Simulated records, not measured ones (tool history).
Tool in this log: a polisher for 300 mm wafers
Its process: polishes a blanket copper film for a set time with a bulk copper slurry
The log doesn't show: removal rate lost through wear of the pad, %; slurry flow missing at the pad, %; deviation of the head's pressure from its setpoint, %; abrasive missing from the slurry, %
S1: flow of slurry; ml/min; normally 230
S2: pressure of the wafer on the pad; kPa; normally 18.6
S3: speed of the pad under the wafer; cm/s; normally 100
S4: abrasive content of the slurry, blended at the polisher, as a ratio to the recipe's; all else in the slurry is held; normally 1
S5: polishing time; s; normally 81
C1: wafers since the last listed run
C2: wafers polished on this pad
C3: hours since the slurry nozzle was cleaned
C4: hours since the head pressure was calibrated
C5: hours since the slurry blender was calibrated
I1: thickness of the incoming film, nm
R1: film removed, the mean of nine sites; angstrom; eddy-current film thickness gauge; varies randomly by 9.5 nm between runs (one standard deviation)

run,hour,S1,S2,S3,S4,S5,C1,C2,C3,C4,C5,I1,R1
1,0,230,18.6,100,1,81,0,665,152.8,232,321.8,2084.8,7460
# hour 0.8: slurry blender recalibrated
2,59.6,230,18.6,100,1,81,504,1170,212.4,291.6,58.8,2079.9,7271
3,109.7,230,18.6,100,1,81,430,1600,262.5,341.7,108.9,2065.7,7116
4,156.1,230,18.6,100,1,81,398,1998,308.9,388.1,155.3,2066.4,7160
5,219.1,230,18.6,100,1,81,540,2539,371.9,451.1,218.3,2123.8,6998
# hour 259.6: worn pad replaced by a new one
# hour 265.2: head pressure recalibrated
6,307,230,18.6,100,1,81,702,389,459.8,41.8,306.2,2053.2,7432
# hour 376.4: slurry blender recalibrated
7,385.8,230,18.6,100,1,81,659,1048,538.6,120.6,9.4,2128.3,7205
8,446.1,175,18.6,100,1,81,517,1566,598.9,180.9,69.7,2105.9,6877
9,511.2,175,18.6,100,1,81,558,2125,664,246,134.8,2080.3,6687
# hour 521: slurry nozzle cleaned
10,601.1,175,18.6,100,1,81,763,2888,80.1,335.9,224.7,2124,6752
# hour 614.2: worn pad replaced by a new one
11,662.4,230,18.6,88,1,81,491,413,141.4,397.2,286,2128.9,6955
12,734.1,230,18.6,88,1,81,615,1029,213.1,468.9,357.7,2115.9,6658
# hour 768.6: slurry blender recalibrated
13,770.6,230,18.6,88,1,81,296,1325,249.6,505.4,2,2114.7,6628
14,827.9,230,18.6,100,1,81,491,1817,306.9,562.7,59.3,2104.5,7048
# hour 830.8: head pressure recalibrated
15,867.9,260,13.1,100,1,67,326,2143,346.9,37.1,99.3,2101.5,4660
# hour 952.4: worn pad replaced by a new one
16,955.8,230,18.6,100,1,81,720,29,434.8,125,187.2,2119.1,7741
17,1016.6,230,18.6,100,1,81,521,550,495.6,185.8,248,2079.5,7421
18,1076.3,230,18.6,100,1,90,512,1063,555.3,245.5,307.7,2067.6,8035
# hour 1145.8: slurry blender recalibrated
19,1155.2,230,18.6,100,0.85,59,660,1723,634.2,324.4,9.4,2075.1,4738
# hour 1191.3: slurry nozzle cleaned
20,1229.6,175,23.4,100,1.1,107,630,2353,38.3,398.8,83.8,2111.2,10847
21,1267.9,160,18.6,100,1.2,70,328,2682,76.6,437.1,122.1,2086.7,6072
# hour 1311: worn pad replaced by a new one
22,1318,230,23.4,118,1,81,395,60,126.7,487.2,172.2,2108,10004
# hour 1356.2: head pressure recalibrated
23,1360.8,210,18.6,130,1.15,98,350,410,169.5,4.6,215,2099.4,11231
24,1453.7,230,15.9,72,0.75,106,797,1207,262.4,97.5,307.9,2099.3,6176
# hour 1497.1: slurry blender recalibrated
25,1552.5,230,13.8,130,1,62,830,2038,361.2,196.3,55.4,2100.9,5112
26,1607.3,230,18.6,100,1,81,470,2508,416,251.1,110.2,2091.4,6925
# hour 1645.7: worn pad replaced by a new one
27,1705.1,230,18.6,100,1,81,805,509,513.8,348.9,208,2107.2,7420
28,1796.2,230,18.6,100,0.9,81,781,1291,604.9,440,299.1,2075.3,6940

5 ways to go on from here, each from the tool as it stands after run 28. What would each give?
A,1796.6,230,18.6,136,1,81,3,1295,605.3,440.4,299.5,2096.1,?
B,1796.6,175,18.6,88,1.3,90,3,1295,605.3,440.4,299.5,2096.1,?
C,1796.6,230,18.6,100,1.2,81,3,1295,605.3,440.4,299.5,2096.1,?
D,1796.6,230,24.1,100,1.25,99,3,1295,605.3,440.4,299.5,2096.1,?
E,1796.6,155,14.5,100,1,81,3,1295,605.3,440.4,299.5,2096.1,?

run,R1
A,8607
B,7707
C,7518
D,11181
E,5735
Without the tool's hidden state the same runs would have given:
run,R1
A,9474
B,8484
C,8275
D,12307
E,6312

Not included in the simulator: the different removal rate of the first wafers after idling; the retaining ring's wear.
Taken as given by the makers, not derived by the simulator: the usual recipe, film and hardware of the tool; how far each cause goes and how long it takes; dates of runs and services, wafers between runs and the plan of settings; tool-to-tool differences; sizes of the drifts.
